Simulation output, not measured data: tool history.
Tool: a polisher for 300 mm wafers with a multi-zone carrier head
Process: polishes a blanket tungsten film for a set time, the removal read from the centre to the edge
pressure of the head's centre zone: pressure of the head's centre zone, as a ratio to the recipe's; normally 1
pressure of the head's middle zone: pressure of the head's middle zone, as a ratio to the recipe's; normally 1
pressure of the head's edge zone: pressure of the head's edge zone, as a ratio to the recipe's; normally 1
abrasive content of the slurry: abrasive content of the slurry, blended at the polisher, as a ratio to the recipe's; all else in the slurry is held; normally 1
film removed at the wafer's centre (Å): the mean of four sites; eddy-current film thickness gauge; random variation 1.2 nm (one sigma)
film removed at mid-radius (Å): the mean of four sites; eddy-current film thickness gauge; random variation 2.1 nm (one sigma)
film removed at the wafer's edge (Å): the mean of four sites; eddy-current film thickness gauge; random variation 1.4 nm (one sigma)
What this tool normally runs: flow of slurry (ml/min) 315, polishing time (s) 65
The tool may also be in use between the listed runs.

| run | hour | flow of slurry (ml/min) | pressure of the head's centre zone | pressure of the head's middle zone | pressure of the head's edge zone | abrasive content of the slurry | polishing time (s) | wafers since the last listed run | wafers polished on this pad | hours since the slurry nozzle was cleaned | hours since the centre zone pressure was calibrated | hours since the edge zone pressure was calibrated | hours since the carrier head's membrane was replaced | incoming thickness of the incoming film, nm | film removed at the wafer's centre (Å) | film removed at mid-radius (Å) | film removed at the wafer's edge (Å) |
|---|---|---|---|---|---|---|---|---|---|---|---|---|---|---|---|---|---|
| 1 | 0 | 340 | 1 | 1 | 1 | 1 | 65 | 0 | 502 | 16.2 | 383.9 | 194.1 | 863.5 | 629.8 | 1983 | 1812 | 1819 |
|  | 4.7 | worn pad replaced by a new one |
| 2 | 31.4 | 340 | 1 | 1 | 1 | 1 | 65 | 214 | 209 | 47.6 | 415.3 | 225.5 | 894.9 | 625.4 | 2001 | 1874 | 1818 |
| 3 | 66.2 | 315 | 1 | 1 | 1 | 1 | 65 | 272 | 482 | 82.4 | 450.1 | 260.3 | 929.7 | 625.5 | 1974 | 1815 | 1805 |
|  | 85.7 | worn pad replaced by a new one |
| 4 | 95.1 | 315 | 1 | 1 | 1 | 1 | 65 | 195 | 73 | 111.3 | 479 | 289.2 | 958.6 | 624.8 | 2003 | 1809 | 1814 |
| 5 | 117.4 | 315 | 1 | 1 | 1 | 1 | 65 | 174 | 248 | 133.6 | 501.3 | 311.5 | 980.9 | 618.5 | 2006 | 1840 | 1814 |
|  | 131.7 | carrier head's membrane replaced by a new one |
| 6 | 136.6 | 315 | 1 | 1 | 0.95 | 1 | 59 | 111 | 359 | 152.8 | 520.5 | 330.7 | 4.9 | 616.6 | 1826 | 1676 | 1626 |
|  | 159.7 | worn pad replaced by a new one |
| 7 | 171.4 | 315 | 1 | 1.05 | 1 | 1 | 65 | 241 | 91 | 187.6 | 555.3 | 365.5 | 39.7 | 620.5 | 2039 | 1924 | 1812 |
| 8 | 185 | 315 | 1 | 1.05 | 1 | 1 | 65 | 106 | 197 | 201.2 | 568.9 | 379.1 | 53.3 | 611.1 | 2036 | 1877 | 1805 |
| 9 | 202.4 | 315 | 1 | 1 | 1 | 1 | 65 | 136 | 334 | 218.6 | 586.3 | 396.5 | 70.7 | 607.9 | 2012 | 1804 | 1799 |
| 10 | 224.2 | 420 | 1 | 1 | 1 | 1 | 65 | 170 | 505 | 240.4 | 608.1 | 418.3 | 92.5 | 626.8 | 2102 | 1857 | 1839 |
|  | 236.3 | edge zone pressure recalibrated |
|  | 246.8 | worn pad replaced by a new one |
| 11 | 248.5 | 315 | 1 | 0.91 | 1 | 1 | 77 | 143 | 13 | 264.7 | 632.4 | 12.2 | 116.8 | 629 | 2449 | 2029 | 2161 |
|  | 272.1 | centre zone pressure recalibrated |
| 12 | 277.5 | 315 | 1 | 1 | 1 | 1 | 65 | 211 | 225 | 293.7 | 5.4 | 41.2 | 145.8 | 618.9 | 1844 | 1824 | 1811 |
|  | 279.5 | slurry nozzle cleaned |
| 13 | 294 | 315 | 1.06 | 0.97 | 1.07 | 0.8 | 65 | 121 | 346 | 14.5 | 21.9 | 57.7 | 162.3 | 620.7 | 1845 | 1655 | 1755 |
|  | 322.4 | worn pad replaced by a new one |
| 14 | 322.9 | 315 | 1 | 1 | 1 | 1 | 65 | 195 | 3 | 43.4 | 50.8 | 86.6 | 191.2 | 610.2 | 1852 | 1839 | 1827 |
| 15 | 347.2 | 315 | 1 | 1 | 0.89 | 1 | 65 | 190 | 194 | 67.7 | 75.1 | 110.9 | 215.5 | 622.9 | 1869 | 1862 | 1755 |
| 16 | 373.6 | 315 | 1 | 1 | 0.91 | 1 | 51 | 206 | 401 | 94.1 | 101.5 | 137.3 | 241.9 | 623.2 | 1457 | 1430 | 1368 |

Forecast each of these 4 alternatives for the next run:
| A | 374 | 315 | 1 | 1 | 1 | 1 | 74 | 3 | 404 | 94.5 | 101.9 | 137.7 | 242.3 | 620.7 | ? | ? | ? |
| B | 374 | 205 | 1 | 1 | 1 | 1 | 65 | 3 | 404 | 94.5 | 101.9 | 137.7 | 242.3 | 620.7 | ? | ? | ? |
| C | 374 | 315 | 1 | 1.09 | 1 | 0.75 | 65 | 3 | 404 | 94.5 | 101.9 | 137.7 | 242.3 | 620.7 | ? | ? | ? |
| D | 374 | 315 | 1.12 | 0.95 | 1 | 1 | 54 | 3 | 404 | 94.5 | 101.9 | 137.7 | 242.3 | 620.7 | ? | ? | ? |

| run | film removed at the wafer's centre (Å) | film removed at mid-radius (Å) | film removed at the wafer's edge (Å) |
|---|---|---|---|
| A | 2104 | 2090 | 2061 |
| B | 1780 | 1775 | 1764 |
| C | 1712 | 1829 | 1673 |
| D | 1720 | 1460 | 1505 |
What these runs would have given with no unlogged condition in the tool:
| run | film removed at the wafer's centre (Å) | film removed at mid-radius (Å) | film removed at the wafer's edge (Å) |
|---|---|---|---|
| A | 2067 | 2091 | 2061 |
| B | 1748 | 1775 | 1764 |
| C | 1681 | 1829 | 1673 |
| D | 1690 | 1460 | 1505 |
